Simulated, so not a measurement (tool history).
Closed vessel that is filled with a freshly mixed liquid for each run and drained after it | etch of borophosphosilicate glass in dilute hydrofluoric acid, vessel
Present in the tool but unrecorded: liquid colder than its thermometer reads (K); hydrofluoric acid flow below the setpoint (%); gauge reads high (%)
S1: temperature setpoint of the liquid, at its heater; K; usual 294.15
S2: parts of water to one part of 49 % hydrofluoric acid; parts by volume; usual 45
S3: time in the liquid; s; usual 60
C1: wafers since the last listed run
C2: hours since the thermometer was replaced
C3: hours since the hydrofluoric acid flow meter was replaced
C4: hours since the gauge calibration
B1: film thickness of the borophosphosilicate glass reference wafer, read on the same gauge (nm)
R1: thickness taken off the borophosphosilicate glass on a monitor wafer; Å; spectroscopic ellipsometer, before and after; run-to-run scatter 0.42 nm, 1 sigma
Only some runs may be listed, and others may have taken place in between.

run   hour      S1  S2  S3    C1      C2      C3     C4      B1      R1
  1      0  294.15  45  60     0  2489.8  2503.4    4.2  129.98   460.9
  2      6  294.15  45  60   719  2495.8  2509.4   10.2  130.02   464.5
  3   20.8  294.15  45  60  1774  2510.6  2524.2     25  129.99   457.9
      27.8  -- hydrofluoric acid flow meter replaced
  4   29.1  291.65  45  60   875  2518.9     1.3   33.3  130.02   415.5
  5   39.8  291.65  45  60  1282  2529.6      12     44     130   408.4
  6   48.7  294.15  45  60  1066  2538.5    20.9   52.9  130.01   459.5
  7   62.6  294.15  45  60  1666  2552.4    34.8   66.8  129.99   465.7
  8   78.2  297.15  45  60  1869    2568    50.4   82.4  129.99   516.8
      88.5  -- thermometer replaced
  9   89.8  290.15  60  45  1270     1.3      62     94  130.02   242.2
 10  107.2  292.65  45  45  2085    18.7    79.4  111.4  129.97   361.7
 11  121.7  294.15  45  60  1738    33.2    93.9  125.9  130.01   518.4
 12  172.3  294.15  45  60  6065    83.8   144.5  176.5  130.02     514
 13  218.7  294.15  35  70  5562   130.2   190.9  222.9  130.01   770.6
 14  236.2  291.65  60  80  2097   147.7   208.4  240.4     130   455.2
 15  253.9  294.15  45  60  2121   165.4   226.1  258.1     130   505.7
 16  265.6  294.15  60  30  1402   177.1   237.8  269.8  129.99   188.4
 17  281.6  294.15  45  35  1917   193.1   253.8  285.8  130.01     299
 18  292.5  294.15  45  85  1306     204   264.7  296.7  130.02   731.4
 19  304.2  298.65  50  35  1402   215.7   276.4  308.4  130.01   322.4
 20  321.1  298.15  45  60  2025   232.6   293.3  325.3  130.07   600.1
 21  330.5  294.15  45  60  1126     242   302.7  334.7     130   515.6
 22  343.1  294.15  45  80  1510   254.6   315.3  347.3     130   682.2
 23  358.6  290.15  30  45  1858   270.1   330.8  362.8  130.02   494.4
 24  370.5  292.15  25  95  1426     282   342.7  374.7  130.03  1379.9
 25  382.3  298.65  55  75  1414   293.8   354.5  386.5  130.01   626.7
 26  400.1  294.15  45  90  2133   311.6   372.3  404.3  129.99   770.7
 27  409.4  294.15  45  60  1114   320.9   381.6  413.6  130.02   508.8
 28    424  292.65  65  35  1750   335.5   396.2  428.2  129.99   186.9
 29  434.7  291.15  45  60  1282   346.2   406.9  438.9  129.99   448.1
 30  451.5  296.15  40  95  2013     363   423.7  455.7  130.01  1014.6
 31  468.1  294.15  60  75  1989   379.6   440.3  472.3  129.97   471.2
 32  476.4  294.15  45  30   994   387.9   448.6  480.6  129.97   254.3

Alternative continuations, all from the tool just after run 32; predict every row:
  A  477.1  294.15  45  60  83  388.6  449.3  481.3   ?   ?
  B  477.1  297.15  60  85  83  388.6  449.3  481.3   ?   ?
  C  477.1  294.15  55  80  83  388.6  449.3  481.3   ?   ?
  D  477.1  290.15  35  30  83  388.6  449.3  481.3   ?   ?

run      B1     R1
  A  129.98  501.1
  B  129.98  592.3
  C  129.98  540.1
  D  129.98  274.1
The same runs, with their run-to-run variation unchanged, on a tool lacking any hidden condition would have given:
run     R1
  A  513.8
  B  606.8
  C  553.7
  D  281.3
